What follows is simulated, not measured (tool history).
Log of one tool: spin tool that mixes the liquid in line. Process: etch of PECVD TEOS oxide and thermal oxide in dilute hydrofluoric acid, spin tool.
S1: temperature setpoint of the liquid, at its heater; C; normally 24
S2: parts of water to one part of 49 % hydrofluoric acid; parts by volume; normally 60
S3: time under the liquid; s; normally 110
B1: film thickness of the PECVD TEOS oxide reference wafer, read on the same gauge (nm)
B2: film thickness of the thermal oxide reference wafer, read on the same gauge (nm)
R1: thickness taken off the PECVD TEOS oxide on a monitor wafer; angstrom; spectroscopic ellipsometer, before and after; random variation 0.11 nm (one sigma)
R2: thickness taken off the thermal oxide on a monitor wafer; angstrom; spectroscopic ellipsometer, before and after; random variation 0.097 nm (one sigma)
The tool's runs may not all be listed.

run 1 day=0 | S1=24 S2=60 S3=110 | B1=150 B2=70.01 | R1=137.7 R2=89.7
run 2 day=1.412 | S1=24 S2=60 S3=110 | B1=149.99 B2=70.04 | R1=136.7 R2=89.9
run 3 day=2.571 | S1=27.5 S2=60 S3=110 | B1=149.99 B2=70.03 | R1=159.8 R2=103.8
run 4 day=3.15 | S1=27.5 S2=60 S3=110 | B1=150.01 B2=70 | R1=159 R2=104.3
run 5 day=4.429 | S1=24 S2=60 S3=110 | B1=150.03 B2=70.01 | R1=138.7 R2=90.7
run 6 day=5.575 | S1=24 S2=60 S3=110 | B1=150.02 B2=70.01 | R1=136.3 R2=87.8
run 7 day=6.962 | S1=24 S2=60 S3=110 | B1=150.01 B2=70.03 | R1=135.4 R2=88.8
run 8 day=7.654 | S1=24 S2=60 S3=110 | B1=149.98 B2=69.97 | R1=136.5 R2=88.4
-- day=8.796 gauge calibrated
run 9 day=9.45 | S1=24 S2=60 S3=110 | B1=149.98 B2=70 | R1=134.1 R2=87.4
run 10 day=10.862 | S1=24 S2=60 S3=110 | B1=150.01 B2=69.99 | R1=134.9 R2=87.7
run 11 day=11.512 | S1=24 S2=60 S3=110 | B1=150.03 B2=70 | R1=134.7 R2=88.7
run 12 day=12.075 | S1=24 S2=60 S3=110 | B1=149.99 B2=70 | R1=134.3 R2=87.9
run 13 day=13.042 | S1=24 S2=60 S3=110 | B1=150 B2=69.97 | R1=132.9 R2=85.7
run 14 day=14.3 | S1=24 S2=85 S3=165 | B1=150.02 B2=69.99 | R1=137.2 R2=89.3
run 15 day=14.804 | S1=24 S2=60 S3=110 | B1=150.01 B2=69.99 | R1=133.2 R2=86.9
run 16 day=16.171 | S1=24 S2=60 S3=80 | B1=149.99 B2=70.01 | R1=96.4 R2=63.2
run 17 day=16.721 | S1=26.5 S2=60 S3=110 | B1=150.01 B2=69.98 | R1=146.5 R2=94.3
-- day=18.921 hydrofluoric acid flow meter replaced
-- day=19.079 thermometer replaced
run 18 day=20.229 | S1=27.5 S2=80 S3=110 | B1=150.02 B2=70.01 | R1=122.2 R2=80.2
run 19 day=21.583 | S1=22.5 S2=50 S3=175 | B1=149.99 B2=69.99 | R1=267.5 R2=174.6
run 20 day=22.796 | S1=27.5 S2=60 S3=110 | B1=150.01 B2=69.99 | R1=170.2 R2=109.1
run 21 day=24.279 | S1=24 S2=85 S3=110 | B1=149.99 B2=69.97 | R1=100.1 R2=65.4
run 22 day=25.658 | S1=22.5 S2=45 S3=145 | B1=150 B2=70.01 | R1=249.5 R2=156.7
run 23 day=26.508 | S1=24 S2=60 S3=110 | B1=150.01 B2=70.02 | R1=144.1 R2=97
run 24 day=27.55 | S1=27.5 S2=40 S3=145 | B1=150 B2=70.01 | R1=339 R2=221.5
run 25 day=28.842 | S1=20 S2=85 S3=110 | B1=150.01 B2=70.01 | R1=84.1 R2=56
run 26 day=29.767 | S1=24 S2=50 S3=110 | B1=150.01 B2=70.01 | R1=176 R2=113.7

Alternative continuations, all from the tool just after run 26; predict every row:
run A day=29.783 | S1=24 S2=60 S3=110 | B1=? B2=? | R1=? R2=?
run B day=29.783 | S1=21 S2=60 S3=110 | B1=? B2=? | R1=? R2=?
run C day=29.783 | S1=28 S2=70 S3=160 | B1=? B2=? | R1=? R2=?
run D day=29.783 | S1=22 S2=90 S3=80 | B1=? B2=? | R1=? R2=?

run=A B1=150.02 B2=70.01 R1=144.9 R2=94.4
run=B B1=150.02 B2=70.01 R1=127.9 R2=83.3
run=C B1=150.02 B2=70.01 R1=209.4 R2=136.4
run=D B1=150.02 B2=70.01 R1=62.4 R2=40.6
The same runs, with their run-to-run variation unchanged, on a tool lacking any hidden condition would have given:
run=A R1=150.4 R2=97.9
run=B R1=132.8 R2=86.5
run=C R1=217 R2=141.4
run=D R1=64.7 R2=42.2

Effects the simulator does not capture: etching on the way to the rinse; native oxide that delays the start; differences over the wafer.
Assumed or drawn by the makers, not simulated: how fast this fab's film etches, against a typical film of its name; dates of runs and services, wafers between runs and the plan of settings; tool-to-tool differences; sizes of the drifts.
